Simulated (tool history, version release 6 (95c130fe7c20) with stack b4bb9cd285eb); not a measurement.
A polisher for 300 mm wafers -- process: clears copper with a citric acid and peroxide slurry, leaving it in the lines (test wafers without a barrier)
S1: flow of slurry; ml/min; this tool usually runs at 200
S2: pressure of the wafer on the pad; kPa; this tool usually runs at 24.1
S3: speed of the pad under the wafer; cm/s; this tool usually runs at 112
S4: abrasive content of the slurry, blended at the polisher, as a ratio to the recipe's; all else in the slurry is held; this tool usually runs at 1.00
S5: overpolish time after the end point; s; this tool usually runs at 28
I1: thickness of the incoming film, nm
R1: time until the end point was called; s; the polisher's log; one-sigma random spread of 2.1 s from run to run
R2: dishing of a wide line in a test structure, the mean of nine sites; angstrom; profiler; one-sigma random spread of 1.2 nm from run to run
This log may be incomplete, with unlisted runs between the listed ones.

run 1 hour=0.0 | S1=200 S2=24.1 S3=112 S4=1.00 S5=41 | I1=466.1 | R1=141.2 R2=835
run 2 hour=37.6 | S1=200 S2=24.1 S3=112 S4=1.00 S5=28 | I1=457.8 | R1=137.5 R2=623
-- hour=75.5 head pressure recalibrated
run 3 hour=101.6 | S1=200 S2=24.1 S3=112 S4=1.00 S5=28 | I1=466.5 | R1=139.1 R2=629
-- hour=132.6 worn pad replaced by a new one
run 4 hour=174.5 | S1=200 S2=24.1 S3=112 S4=1.00 S5=28 | I1=460.0 | R1=132.0 R2=623
-- hour=177.6 slurry blender recalibrated
-- hour=242.9 slurry nozzle cleaned
run 5 hour=279.6 | S1=200 S2=24.1 S3=112 S4=1.00 S5=28 | I1=463.3 | R1=137.3 R2=628
run 6 hour=370.8 | S1=200 S2=24.1 S3=112 S4=1.00 S5=28 | I1=466.8 | R1=136.6 R2=623
run 7 hour=416.3 | S1=200 S2=24.1 S3=112 S4=0.95 S5=28 | I1=460.2 | R1=137.6 R2=615
-- hour=436.3 head pressure recalibrated
-- hour=445.0 worn pad replaced by a new one
run 8 hour=485.4 | S1=200 S2=24.1 S3=112 S4=0.95 S5=28 | I1=463.1 | R1=134.6 R2=614
-- hour=523.7 slurry blender recalibrated
run 9 hour=545.9 | S1=200 S2=24.1 S3=112 S4=1.00 S5=28 | I1=460.3 | R1=137.2 R2=627
-- hour=583.2 slurry nozzle cleaned
run 10 hour=587.1 | S1=200 S2=24.1 S3=112 S4=1.00 S5=38 | I1=456.4 | R1=135.9 R2=783
run 11 hour=624.0 | S1=200 S2=24.1 S3=112 S4=1.00 S5=38 | I1=465.5 | R1=135.5 R2=781
run 12 hour=677.5 | S1=200 S2=24.1 S3=112 S4=1.00 S5=38 | I1=462.2 | R1=133.7 R2=750
run 13 hour=729.4 | S1=200 S2=24.1 S3=112 S4=1.00 S5=28 | I1=456.0 | R1=134.3 R2=614
-- hour=776.7 worn pad replaced by a new one
-- hour=796.2 head pressure recalibrated
run 14 hour=798.3 | S1=200 S2=24.1 S3=112 S4=1.00 S5=28 | I1=467.4 | R1=138.5 R2=599
-- hour=862.8 slurry blender recalibrated
run 15 hour=886.9 | S1=200 S2=29.6 S3=112 S4=1.00 S5=35 | I1=461.7 | R1=119.5 R2=824
-- hour=953.9 slurry nozzle cleaned
run 16 hour=955.5 | S1=200 S2=24.1 S3=112 S4=1.00 S5=28 | I1=458.6 | R1=133.6 R2=625
run 17 hour=1023.2 | S1=200 S2=24.1 S3=112 S4=1.00 S5=28 | I1=466.8 | R1=134.6 R2=603
run 18 hour=1059.6 | S1=200 S2=24.1 S3=112 S4=0.85 S5=28 | I1=449.5 | R1=138.8 R2=581
-- hour=1098.2 head pressure recalibrated
-- hour=1119.6 worn pad replaced by a new one
run 19 hour=1120.1 | S1=200 S2=24.1 S3=112 S4=1.00 S5=28 | I1=461.9 | R1=136.1 R2=601
run 20 hour=1158.2 | S1=235 S2=27.6 S3=112 S4=1.00 S5=15 | I1=464.8 | R1=127.7 R2=412
-- hour=1171.0 slurry blender recalibrated
run 21 hour=1211.1 | S1=200 S2=24.1 S3=112 S4=0.85 S5=16 | I1=460.1 | R1=142.4 R2=374
run 22 hour=1255.7 | S1=200 S2=26.9 S3=96 S4=1.10 S5=35 | I1=456.2 | R1=137.8 R2=737
-- hour=1331.1 slurry nozzle cleaned
run 23 hour=1347.6 | S1=200 S2=24.1 S3=112 S4=1.00 S5=28 | I1=459.7 | R1=136.2 R2=621
-- hour=1388.8 head pressure recalibrated
run 24 hour=1390.2 | S1=200 S2=24.1 S3=150 S4=1.15 S5=28 | I1=449.6 | R1=101.8 R2=745
run 25 hour=1480.0 | S1=200 S2=26.9 S3=112 S4=1.00 S5=28 | I1=463.9 | R1=126.9 R2=654
-- hour=1489.2 worn pad replaced by a new one
-- hour=1511.5 slurry blender recalibrated
run 26 hour=1554.5 | S1=200 S2=24.1 S3=112 S4=1.00 S5=28 | I1=465.9 | R1=137.5 R2=632
run 27 hour=1614.9 | S1=225 S2=29.6 S3=112 S4=1.20 S5=34 | I1=454.0 | R1=109.8 R2=844
-- hour=1661.6 slurry nozzle cleaned
run 28 hour=1693.3 | S1=265 S2=21.4 S3=90 S4=1.10 S5=28 | I1=454.3 | R1=164.1 R2=526

Branching from run 28: 3 alternative next runs. What would each branch give?
run A hour=1693.8 | S1=200 S2=24.1 S3=112 S4=1.00 S5=28 | I1=460.7 | R1=? R2=?
run B hour=1693.8 | S1=225 S2=24.1 S3=112 S4=1.00 S5=28 | I1=460.7 | R1=? R2=?
run C hour=1693.8 | S1=200 S2=24.1 S3=130 S4=1.15 S5=28 | I1=460.7 | R1=? R2=?

run=A R1=132.4 R2=627
run=B R1=130.3 R2=635
run=C R1=113.6 R2=704
What these runs would have given with no unlogged condition in the tool:
run=A R1=132.4 R2=627
run=B R1=130.3 R2=635
run=C R1=113.6 R2=704
